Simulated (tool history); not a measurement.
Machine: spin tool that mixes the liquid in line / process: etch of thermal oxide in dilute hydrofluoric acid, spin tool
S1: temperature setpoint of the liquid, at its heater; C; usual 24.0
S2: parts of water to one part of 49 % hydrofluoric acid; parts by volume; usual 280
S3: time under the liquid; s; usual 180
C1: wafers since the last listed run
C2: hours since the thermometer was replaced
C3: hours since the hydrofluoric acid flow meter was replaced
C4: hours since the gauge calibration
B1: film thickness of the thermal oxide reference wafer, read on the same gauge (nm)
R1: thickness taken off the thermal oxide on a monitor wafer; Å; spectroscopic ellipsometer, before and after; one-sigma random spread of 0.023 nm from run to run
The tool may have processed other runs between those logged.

run 1 hour=0.0 | S1=24.0 S2=365 S3=180 | C1=0 C2=2390.4 C3=2024.9 C4=198.2 | B1=129.982 | R1=20.21
run 2 hour=23.1 | S1=24.0 S2=280 S3=250 | C1=102 C2=2413.5 C3=2048.0 C4=221.3 | B1=129.999 | R1=39.71
run 3 hour=57.9 | S1=24.0 S2=280 S3=250 | C1=154 C2=2448.3 C3=2082.8 C4=256.1 | B1=129.988 | R1=40.07
run 4 hour=82.6 | S1=24.0 S2=280 S3=250 | C1=109 C2=2473.0 C3=2107.5 C4=280.8 | B1=129.996 | R1=39.64
run 5 hour=112.7 | S1=24.0 S2=370 S3=180 | C1=133 C2=2503.1 C3=2137.6 C4=310.9 | B1=129.997 | R1=20.10
run 6 hour=132.9 | S1=27.0 S2=280 S3=180 | C1=89 C2=2523.3 C3=2157.8 C4=331.1 | B1=129.987 | R1=32.12
run 7 hour=225.4 | S1=27.0 S2=280 S3=180 | C1=411 C2=2615.8 C3=2250.3 C4=423.6 | B1=129.992 | R1=32.30
run 8 hour=239.2 | S1=27.0 S2=280 S3=180 | C1=61 C2=2629.6 C3=2264.1 C4=437.4 | B1=130.014 | R1=32.04
run 9 hour=252.2 | S1=24.0 S2=280 S3=180 | C1=57 C2=2642.6 C3=2277.1 C4=450.4 | B1=129.995 | R1=28.86
run 10 hour=268.9 | S1=24.0 S2=280 S3=180 | C1=74 C2=2659.3 C3=2293.8 C4=467.1 | B1=130.007 | R1=28.83
run 11 hour=321.0 | S1=24.0 S2=280 S3=180 | C1=231 C2=2711.4 C3=2345.9 C4=519.2 | B1=129.998 | R1=28.77
run 12 hour=336.2 | S1=26.5 S2=280 S3=180 | C1=67 C2=2726.6 C3=2361.1 C4=534.4 | B1=129.994 | R1=31.55
-- hour=349.3 thermometer replaced
run 13 hour=358.2 | S1=24.0 S2=225 S3=180 | C1=93 C2=8.9 C3=2383.1 C4=556.4 | B1=130.001 | R1=34.27
run 14 hour=374.3 | S1=24.0 S2=225 S3=180 | C1=71 C2=25.0 C3=2399.2 C4=572.5 | B1=129.988 | R1=35.00
-- hour=382.1 gauge calibrated
run 15 hour=400.0 | S1=24.0 S2=225 S3=180 | C1=114 C2=50.7 C3=2424.9 C4=17.9 | B1=130.011 | R1=34.75
-- hour=414.8 hydrofluoric acid flow meter replaced
run 16 hour=435.8 | S1=24.0 S2=280 S3=180 | C1=154 C2=86.5 C3=21.0 C4=53.7 | B1=130.000 | R1=26.75
run 17 hour=452.2 | S1=24.0 S2=280 S3=85 | C1=72 C2=102.9 C3=37.4 C4=70.1 | B1=130.006 | R1=12.35
run 18 hour=464.7 | S1=24.0 S2=280 S3=225 | C1=55 C2=115.4 C3=49.9 C4=82.6 | B1=129.987 | R1=32.93
run 19 hour=498.7 | S1=24.0 S2=280 S3=180 | C1=151 C2=149.4 C3=83.9 C4=116.6 | B1=130.001 | R1=26.27
run 20 hour=523.8 | S1=26.0 S2=145 S3=180 | C1=111 C2=174.5 C3=109.0 C4=141.7 | B1=129.999 | R1=64.00
run 21 hour=538.3 | S1=24.0 S2=215 S3=180 | C1=64 C2=189.0 C3=123.5 C4=156.2 | B1=130.004 | R1=36.45
run 22 hour=602.1 | S1=24.0 S2=280 S3=250 | C1=283 C2=252.8 C3=187.3 C4=220.0 | B1=129.973 | R1=37.33
run 23 hour=636.7 | S1=24.0 S2=280 S3=180 | C1=153 C2=287.4 C3=221.9 C4=254.6 | B1=130.019 | R1=26.14
run 24 hour=654.5 | S1=24.0 S2=395 S3=180 | C1=79 C2=305.2 C3=239.7 C4=272.4 | B1=130.010 | R1=16.63
run 25 hour=684.1 | S1=21.5 S2=180 S3=180 | C1=131 C2=334.8 C3=269.3 C4=302.0 | B1=129.999 | R1=41.66
run 26 hour=703.4 | S1=20.0 S2=245 S3=245 | C1=85 C2=354.1 C3=288.6 C4=321.3 | B1=130.016 | R1=37.24
run 27 hour=716.0 | S1=24.0 S2=385 S3=180 | C1=56 C2=366.7 C3=301.2 C4=333.9 | B1=130.023 | R1=17.71
run 28 hour=742.4 | S1=24.0 S2=280 S3=240 | C1=117 C2=393.1 C3=327.6 C4=360.3 | B1=130.005 | R1=35.27
run 29 hour=763.9 | S1=24.0 S2=185 S3=180 | C1=95 C2=414.6 C3=349.1 C4=381.8 | B1=130.002 | R1=44.56
run 30 hour=793.3 | S1=22.5 S2=170 S3=220 | C1=130 C2=444.0 C3=378.5 C4=411.2 | B1=130.015 | R1=57.00
run 31 hour=813.9 | S1=24.0 S2=280 S3=70 | C1=91 C2=464.6 C3=399.1 C4=431.8 | B1=130.006 | R1=10.25
run 32 hour=849.5 | S1=19.5 S2=170 S3=105 | C1=158 C2=500.2 C3=434.7 C4=467.4 | B1=130.004 | R1=24.29
run 33 hour=862.3 | S1=24.0 S2=280 S3=180 | C1=56 C2=513.0 C3=447.5 C4=480.2 | B1=129.985 | R1=26.39
run 34 hour=886.2 | S1=27.0 S2=410 S3=230 | C1=106 C2=536.9 C3=471.4 C4=504.1 | B1=129.973 | R1=22.62

Some steps in R1 between neighbouring runs. How much of each would the tool show without its hidden state too (settings, what came in, random variation), and how much is left for the hidden state, with any gauge scatter that isn't in both results?
Hidden conditions of the tool in this case: liquid hotter than its thermometer reads (K); hydrofluoric acid flow below the setpoint (%); gauge reads high (%).
Run 1 -> 2: S2 365 -> 280, S3 180 -> 250. R1 +19.50 Å: hidden state +1.97, all else +17.53.
Run 4 -> 5: S2 280 -> 370, S3 250 -> 180. R1 -19.54 Å: hidden state -1.98, all else -17.56.
Run 12 -> 13: S1 26.5 -> 24.0, S2 280 -> 225, thermometer replaced. R1 +2.72 Å: hidden state -2.74, all else +5.46.
Run 19 -> 20: S1 24.0 -> 26.0, S2 280 -> 145. R1 +37.73 Å: hidden state +0.84, all else +36.89.
Run 20 -> 21: S1 26.0 -> 24.0, S2 145 -> 215. R1 -27.55 Å: hidden state -0.57, all else -26.98.
Run 30 -> 31: S1 22.5 -> 24.0, S2 170 -> 280, S3 220 -> 70. R1 -46.75 Å: hidden state -1.49, all else -45.26.
